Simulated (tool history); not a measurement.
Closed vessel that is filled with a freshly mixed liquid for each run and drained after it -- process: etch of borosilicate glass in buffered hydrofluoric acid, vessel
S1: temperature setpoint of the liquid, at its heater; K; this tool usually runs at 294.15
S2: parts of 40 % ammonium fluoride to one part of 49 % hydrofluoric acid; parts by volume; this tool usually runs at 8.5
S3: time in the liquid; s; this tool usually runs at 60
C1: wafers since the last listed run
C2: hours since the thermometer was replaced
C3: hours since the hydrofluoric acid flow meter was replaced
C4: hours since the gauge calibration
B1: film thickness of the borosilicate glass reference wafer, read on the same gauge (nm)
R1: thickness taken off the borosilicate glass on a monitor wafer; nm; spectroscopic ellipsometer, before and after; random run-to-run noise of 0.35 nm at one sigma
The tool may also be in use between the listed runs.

Run 1, hour 0: usual settings; C1 0; C2 1274; C3 2364.6; C4 221.4; B1 140.01. Result: R1 75.6 nm.
Run 2, hour 17: usual settings; C1 2107; C2 1291; C3 2381.6; C4 238.4; B1 139.99. Result: R1 75.31 nm.
Run 3, hour 33: usual settings; C1 1983; C2 1307; C3 2397.6; C4 254.4; B1 139.99. Result: R1 75.72 nm.
Run 4, hour 40.4: usual settings but S2 10.5 parts by volume; C1 917; C2 1314.4; C3 2405; C4 261.8; B1 139.98. Result: R1 63.58 nm.
Run 5, hour 53.9: usual settings but S2 10.5 parts by volume; C1 1673; C2 1327.9; C3 2418.5; C4 275.3; B1 140.02. Result: R1 63.18 nm.
Run 6, hour 62.3: usual settings but S2 7 parts by volume, S3 50 s; C1 1041; C2 1336.3; C3 2426.9; C4 283.7; B1 140.02. Result: R1 78.52 nm.
Run 7, hour 72.2: usual settings but S2 7 parts by volume, S3 50 s; C1 1227; C2 1346.2; C3 2436.8; C4 293.6; B1 139.99. Result: R1 77.82 nm.
Run 8, hour 87: usual settings but S2 7 parts by volume, S3 50 s; C1 1834; C2 1361; C3 2451.6; C4 308.4; B1 139.99. Result: R1 78.51 nm.
Run 9, hour 99.2: usual settings but S1 290.65 K; C1 1512; C2 1373.2; C3 2463.8; C4 320.6; B1 139.97. Result: R1 62.92 nm.
Run 10, hour 116.4: usual settings but S1 290.65 K; C1 2132; C2 1390.4; C3 2481; C4 337.8; B1 140. Result: R1 63.22 nm.
Run 11, hour 145.4: usual settings but S1 290.65 K; C1 3595; C2 1419.4; C3 2510; C4 366.8; B1 140. Result: R1 63.14 nm.
Run 12, hour 161.2: usual settings; C1 1958; C2 1435.2; C3 2525.8; C4 382.6; B1 140. Result: R1 76.79 nm.
Run 13, hour 177.1: usual settings; C1 1971; C2 1451.1; C3 2541.7; C4 398.5; B1 140.01. Result: R1 76.68 nm.
At hour 197.2: thermometer replaced.
At hour 212.5: gauge calibrated.
Run 14, hour 223: usual settings; C1 5566; C2 25.8; C3 2587.6; C4 10.5; B1 139.98. Result: R1 68.56 nm.
Run 15, hour 235.5: usual settings but S1 290.15 K, S2 5 parts by volume; C1 1549; C2 38.3; C3 2600.1; C4 23; B1 140.01. Result: R1 92.92 nm.
Run 16, hour 244.6: usual settings but S1 292.65 K; C1 1128; C2 47.4; C3 2609.2; C4 32.1; B1 140.03. Result: R1 63.17 nm.
At hour 250.8: hydrofluoric acid flow meter replaced.
Run 17, hour 279.4: usual settings but S1 291.15 K; C1 4190; C2 82.2; C3 28.6; C4 66.9; B1 139.99. Result: R1 58.72 nm.
Run 18, hour 286.5: usual settings but S2 12 parts by volume, S3 50 s; C1 880; C2 89.3; C3 35.7; C4 74; B1 140. Result: R1 42.1 nm.
Run 19, hour 297.7: usual settings but S2 6.5 parts by volume; C1 1388; C2 100.5; C3 46.9; C4 85.2; B1 140.01. Result: R1 91.22 nm.
Run 20, hour 313.2: usual settings but S3 90 s; C1 1921; C2 116; C3 62.4; C4 100.7; B1 140.02. Result: R1 103.07 nm.
Run 21, hour 321.9: usual settings but S1 298.65 K, S3 85 s; C1 1078; C2 124.7; C3 71.1; C4 109.4; B1 140.01. Result: R1 125.42 nm.
Run 22, hour 332.1: usual settings but S1 297.15 K, S2 6 parts by volume, S3 45 s; C1 1264; C2 134.9; C3 81.3; C4 119.6; B1 139.98. Result: R1 87.3 nm.
Run 23, hour 339.3: usual settings; C1 892; C2 142.1; C3 88.5; C4 126.8; B1 139.99. Result: R1 69.61 nm.
Run 24, hour 346.7: usual settings but S1 292.65 K, S2 6.5 parts by volume, S3 80 s; C1 917; C2 149.5; C3 95.9; C4 134.2; B1 140.03. Result: R1 113.61 nm.
Run 25, hour 358.4: usual settings but S1 291.65 K, S2 5.5 parts by volume, S3 70 s; C1 1450; C2 161.2; C3 107.6; C4 145.9; B1 140. Result: R1 108.44 nm.

What if the next run were any one of these 4? Each begins from the tool's condition after run 25:
Run A, hour 359.1: usual settings but S2 11.5 parts by volume; C1 86; C2 161.9; C3 108.3; C4 146.6; B1 ?. Result: R1 ?.
Run B, hour 359.1: usual settings but S1 292.15 K, S2 11.5 parts by volume, S3 75 s; C1 86; C2 161.9; C3 108.3; C4 146.6; B1 ?. Result: R1 ?.
Run C, hour 359.1: usual settings but S1 291.65 K, S2 11.5 parts by volume; C1 86; C2 161.9; C3 108.3; C4 146.6; B1 ?. Result: R1 ?.
Run D, hour 359.1: usual settings but S2 11 parts by volume; C1 86; C2 161.9; C3 108.3; C4 146.6; B1 ?. Result: R1 ?.

run      B1     R1
  A  140.01  52.99
  B  140.01  59.38
  C  140.01  46.21
  D  140.01  55.37
Without the tool's hidden state the same runs would have given:
run     R1
  A  51.37
  B  57.54
  C  44.78
  D  53.68

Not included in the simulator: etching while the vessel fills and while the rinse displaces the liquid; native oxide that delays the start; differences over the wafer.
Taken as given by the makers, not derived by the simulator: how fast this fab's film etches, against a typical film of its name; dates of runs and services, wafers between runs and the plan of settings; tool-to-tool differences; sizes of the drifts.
